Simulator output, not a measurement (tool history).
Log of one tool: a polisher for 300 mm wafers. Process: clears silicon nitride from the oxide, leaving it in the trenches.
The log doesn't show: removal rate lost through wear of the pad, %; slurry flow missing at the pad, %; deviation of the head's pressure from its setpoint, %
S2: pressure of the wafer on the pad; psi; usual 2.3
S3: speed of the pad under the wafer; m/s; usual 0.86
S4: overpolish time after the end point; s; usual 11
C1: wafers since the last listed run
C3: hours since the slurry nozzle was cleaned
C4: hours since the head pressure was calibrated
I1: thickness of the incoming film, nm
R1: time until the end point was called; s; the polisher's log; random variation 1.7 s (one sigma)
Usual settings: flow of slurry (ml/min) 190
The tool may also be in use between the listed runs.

Run 1, day 0: usual settings but S4 16 s; C1 0; wafers polished on this pad 1728; C3 369.1; C4 511.9; I1 99.3. Result: R1 176.5 s.
Run 2, day 2.529: usual settings but S4 16 s; C1 416; wafers polished on this pad 2144; C3 429.8; C4 572.6; I1 100.4. Result: R1 175.9 s.
Run 3, day 4.604: usual settings but S4 16 s; C1 341; wafers polished on this pad 2486; C3 479.6; C4 622.4; I1 99.8. Result: R1 178.6 s.
At day 6.475: slurry nozzle cleaned.
Run 4, day 6.567: usual settings; C1 316; wafers polished on this pad 2802; C3 2.2; C4 669.5; I1 100.8. Result: R1 181 s.
At day 7.742: worn pad replaced by a new one.
Run 5, day 8.912: usual settings; C1 358; wafers polished on this pad 192; C3 58.5; C4 725.8; I1 97.8. Result: R1 167.1 s.
Run 6, day 10.762: usual settings; C1 304; wafers polished on this pad 497; C3 102.9; C4 770.2; I1 100.3. Result: R1 173.9 s.
Run 7, day 12.642: usual settings; C1 309; wafers polished on this pad 806; C3 148; C4 815.3; I1 99.7. Result: R1 177.4 s.
At day 12.804: head pressure recalibrated.
Run 8, day 13.962: usual settings; C1 203; wafers polished on this pad 1010; C3 179.7; C4 27.8; I1 98.4. Result: R1 150.2 s.
Run 9, day 16.292: usual settings but flow of slurry (ml/min) 210, S3 0.96 m/s; C1 383; wafers polished on this pad 1394; C3 235.6; C4 83.7; I1 98.3. Result: R1 136.1 s.
Run 10, day 22.321: usual settings but flow of slurry (ml/min) 170, S3 0.72 m/s; C1 992; wafers polished on this pad 2386; C3 380.3; C4 228.4; I1 100.5. Result: R1 205.5 s.
Run 11, day 24.812: usual settings but flow of slurry (ml/min) 170, S3 0.72 m/s; C1 410; wafers polished on this pad 2797; C3 440.1; C4 288.2; I1 99.9. Result: R1 204.5 s.
Run 12, day 26.942: usual settings; C1 350; wafers polished on this pad 3147; C3 491.2; C4 339.3; I1 98.7. Result: R1 167.8 s.
At day 27.408: slurry nozzle cleaned.
At day 29.162: worn pad replaced by a new one.
Run 13, day 29.379: usual settings; C1 367; wafers polished on this pad 35; C3 47.3; C4 397.8; I1 98.5. Result: R1 162.5 s.
Run 14, day 30.938: usual settings; C1 256; wafers polished on this pad 292; C3 84.7; C4 435.2; I1 99.5. Result: R1 159.3 s.
Run 15, day 32.212: usual settings but flow of slurry (ml/min) 170, S2 3 psi, S4 15 s; C1 209; wafers polished on this pad 502; C3 115.3; C4 465.8; I1 100.1. Result: R1 132.6 s.
Run 16, day 33.358: usual settings but flow of slurry (ml/min) 235, S2 2 psi, S3 0.78 m/s, S4 8 s; C1 188; wafers polished on this pad 691; C3 142.8; C4 493.3; I1 98.8. Result: R1 206 s.
Run 17, day 34.875: usual settings but flow of slurry (ml/min) 255, S2 2.9 psi, S3 1.1 m/s, S4 14 s; C1 249; wafers polished on this pad 940; C3 179.2; C4 529.7; I1 100.2. Result: R1 101.3 s.
Run 18, day 37.296: usual settings but S2 2.7 psi; C1 398; wafers polished on this pad 1339; C3 237.3; C4 587.8; I1 99.8. Result: R1 146.9 s.
Run 19, day 39.338: usual settings; C1 336; wafers polished on this pad 1675; C3 286.3; C4 636.8; I1 101.3. Result: R1 175.9 s.
Run 20, day 41.779: usual settings but flow of slurry (ml/min) 230, S3 0.58 m/s, S4 8 s; C1 402; wafers polished on this pad 2077; C3 344.9; C4 695.4; I1 100.9. Result: R1 260.4 s.
Run 21, day 43.588: usual settings but flow of slurry (ml/min) 160, S2 3 psi; C1 297; wafers polished on this pad 2375; C3 388.3; C4 738.8; I1 98.4. Result: R1 135.9 s.
At day 44.267: head pressure recalibrated.
At day 46.079: slurry nozzle cleaned.
At day 49.121: worn pad replaced by a new one.
Run 22, day 49.275: usual settings; C1 888; wafers polished on this pad 25; C3 76.7; C4 120.2; I1 100.3. Result: R1 154.3 s.
Run 23, day 51.742: usual settings but flow of slurry (ml/min) 240; C1 406; wafers polished on this pad 431; C3 135.9; C4 179.4; I1 101.3. Result: R1 156.4 s.
Run 24, day 52.862: usual settings; C1 184; wafers polished on this pad 615; C3 162.8; C4 206.3; I1 98.9. Result: R1 159.5 s.
Run 25, day 55.562: usual settings; C1 444; wafers polished on this pad 1060; C3 227.6; C4 271.1; I1 99. Result: R1 162.3 s.
Run 26, day 58.35: usual settings but flow of slurry (ml/min) 240, S2 2.7 psi, S3 1.1 m/s; C1 458; wafers polished on this pad 1519; C3 294.5; C4 338; I1 99.2. Result: R1 106.3 s.
Run 27, day 61.138: usual settings but S3 0.72 m/s; C1 458; wafers polished on this pad 1978; C3 361.4; C4 404.9; I1 100. Result: R1 206.1 s.
Run 28, day 63.321: usual settings but flow of slurry (ml/min) 130, S2 3 psi, S3 0.68 m/s, S4 8 s; C1 359; wafers polished on this pad 2337; C3 413.8; C4 457.3; I1 101.3. Result: R1 184.7 s.
At day 65.708: slurry nozzle cleaned.
Run 29, day 66.308: usual settings but flow of slurry (ml/min) 135; C1 485; wafers polished on this pad 2822; C3 14.4; C4 529; I1 100.1. Result: R1 182.6 s.
Run 30, day 68.554: usual settings but flow of slurry (ml/min) 155; C1 369; wafers polished on this pad 3192; C3 68.3; C4 582.9; I1 100.1. Result: R1 183.7 s.
Run 31, day 69.779: usual settings but flow of slurry (ml/min) 130, S2 3 psi, S3 0.68 m/s, S4 8 s; C1 201; wafers polished on this pad 3394; C3 97.7; C4 612.3; I1 99.7. Result: R1 182.6 s.
Run 32, day 71.054: usual settings; C1 209; wafers polished on this pad 3604; C3 128.3; C4 642.9; I1 100.1. Result: R1 173.7 s.
At day 71.975: worn pad replaced by a new one.
At day 72.217: head pressure recalibrated.
Run 33, day 76.446: usual settings but flow of slurry (ml/min) 225, S2 3 psi, S3 1.14 m/s, S4 5 s; C1 846; wafers polished on this pad 722; C3 257.7; C4 101.5; I1 102. Result: R1 88.7 s.
Run 34, day 78.104: usual settings but S3 0.94 m/s; C1 273; wafers polished on this pad 995; C3 297.5; C4 141.3; I1 98.4. Result: R1 142.3 s.
Run 35, day 81.288: usual settings; C1 524; wafers polished on this pad 1519; C3 373.9; C4 217.7; I1 100. Result: R1 163.2 s.
Run 36, day 82.8: usual settings but S3 0.76 m/s; C1 249; wafers polished on this pad 1768; C3 410.2; C4 254; I1 99.3. Result: R1 182.7 s.

Forecast each of these 4 alternatives for the next run:
Run A, day 82.821: usual settings but S4 18 s; C1 3; wafers polished on this pad 1771; C3 410.7; C4 254.5; I1 102.1. Result: R1 ?.
Run B, day 82.821: usual settings but flow of slurry (ml/min) 220, S2 2.9 psi; C1 3; wafers polished on this pad 1771; C3 410.7; C4 254.5; I1 102.1. Result: R1 ?.
Run C, day 82.821: usual settings but flow of slurry (ml/min) 210, S2 2.8 psi, S4 7 s; C1 3; wafers polished on this pad 1771; C3 410.7; C4 254.5; I1 102.1. Result: R1 ?.
Run D, day 82.821: usual settings but S2 2.9 psi; C1 3; wafers polished on this pad 1771; C3 410.7; C4 254.5; I1 102.1. Result: R1 ?.

run     R1
  A  169.4
  B  131.7
  C  137.2
  D  134.4
Without the tool's hidden state the same runs would have given:
run     R1
  A  149.6
  B  116.3
  C  121.2
  D  118.6

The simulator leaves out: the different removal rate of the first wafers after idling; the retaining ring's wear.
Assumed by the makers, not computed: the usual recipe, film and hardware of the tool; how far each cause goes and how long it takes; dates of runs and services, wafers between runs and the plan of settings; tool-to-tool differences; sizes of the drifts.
